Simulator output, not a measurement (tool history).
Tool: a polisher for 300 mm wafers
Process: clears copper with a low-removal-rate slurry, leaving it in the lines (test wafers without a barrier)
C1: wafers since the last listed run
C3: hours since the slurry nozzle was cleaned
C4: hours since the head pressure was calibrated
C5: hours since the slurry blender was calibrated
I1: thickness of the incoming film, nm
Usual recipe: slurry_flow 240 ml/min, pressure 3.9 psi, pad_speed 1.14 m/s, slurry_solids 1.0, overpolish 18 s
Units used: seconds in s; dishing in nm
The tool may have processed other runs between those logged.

Run 1, hour 0.0: usual settings; C1 0; wafers polished on this pad 1005; C3 403.5; C4 140.1; C5 147.0; I1 336.4. Result: seconds 76.5 s, dishing 46.2 nm.
At hour 78.0: worn pad replaced by a new one.
Run 2, hour 82.2: usual settings; C1 519; wafers polished on this pad 28; C3 485.7; C4 222.3; C5 229.2; I1 331.7. Result: seconds 77.6 s, dishing 44.9 nm.
Run 3, hour 123.8: usual settings; C1 276; wafers polished on this pad 304; C3 527.3; C4 263.9; C5 270.8; I1 333.0. Result: seconds 76.4 s, dishing 44.9 nm.
At hour 197.3: slurry blender recalibrated.
Run 4, hour 197.8: usual settings; C1 477; wafers polished on this pad 782; C3 601.3; C4 337.9; C5 0.5; I1 334.8. Result: seconds 70.4 s, dishing 47.8 nm.
At hour 269.7: slurry nozzle cleaned.
Run 5, hour 289.6: usual settings; C1 602; wafers polished on this pad 1384; C3 19.9; C4 429.7; C5 92.3; I1 329.9. Result: seconds 73.0 s, dishing 46.3 nm.
At hour 307.1: worn pad replaced by a new one.
Run 6, hour 390.4: usual settings but overpolish 16 s; C1 642; wafers polished on this pad 553; C3 120.7; C4 530.5; C5 193.1; I1 336.1. Result: seconds 79.6 s, dishing 41.8 nm.
At hour 398.7: head pressure recalibrated.
At hour 483.5: slurry blender recalibrated.
Run 7, hour 493.1: usual settings but overpolish 16 s; C1 655; wafers polished on this pad 1208; C3 223.4; C4 94.4; C5 9.6; I1 331.6. Result: seconds 73.1 s, dishing 44.0 nm.
Run 8, hour 547.3: usual settings but overpolish 16 s; C1 359; wafers polished on this pad 1568; C3 277.6; C4 148.6; C5 63.8; I1 335.8. Result: seconds 75.1 s, dishing 42.1 nm.
At hour 588.8: worn pad replaced by a new one.
Run 9, hour 653.5: usual settings; C1 678; wafers polished on this pad 429; C3 383.8; C4 254.8; C5 170.0; I1 336.0. Result: seconds 75.1 s, dishing 46.2 nm.
Run 10, hour 691.3: usual settings but slurry_flow 300 ml/min, pressure 3.2 psi, slurry_solids 0.9; C1 250; wafers polished on this pad 680; C3 421.6; C4 292.6; C5 207.8; I1 335.4. Result: seconds 87.5 s, dishing 39.2 nm.

Forecast run 11:
Run 11, hour 741.3: usual settings but slurry_flow 310 ml/min; C1 331; wafers polished on this pad 1012; C3 471.6; C4 342.6; C5 257.8; I1 336.1. Result: seconds ?, dishing ?.

{"run 11": {"seconds": 75.9, "dishing": 46.0}}
On a tool with no hidden condition, and with the same random variation, this run would have come out at seconds 70.5 s, dishing 49.1 nm.
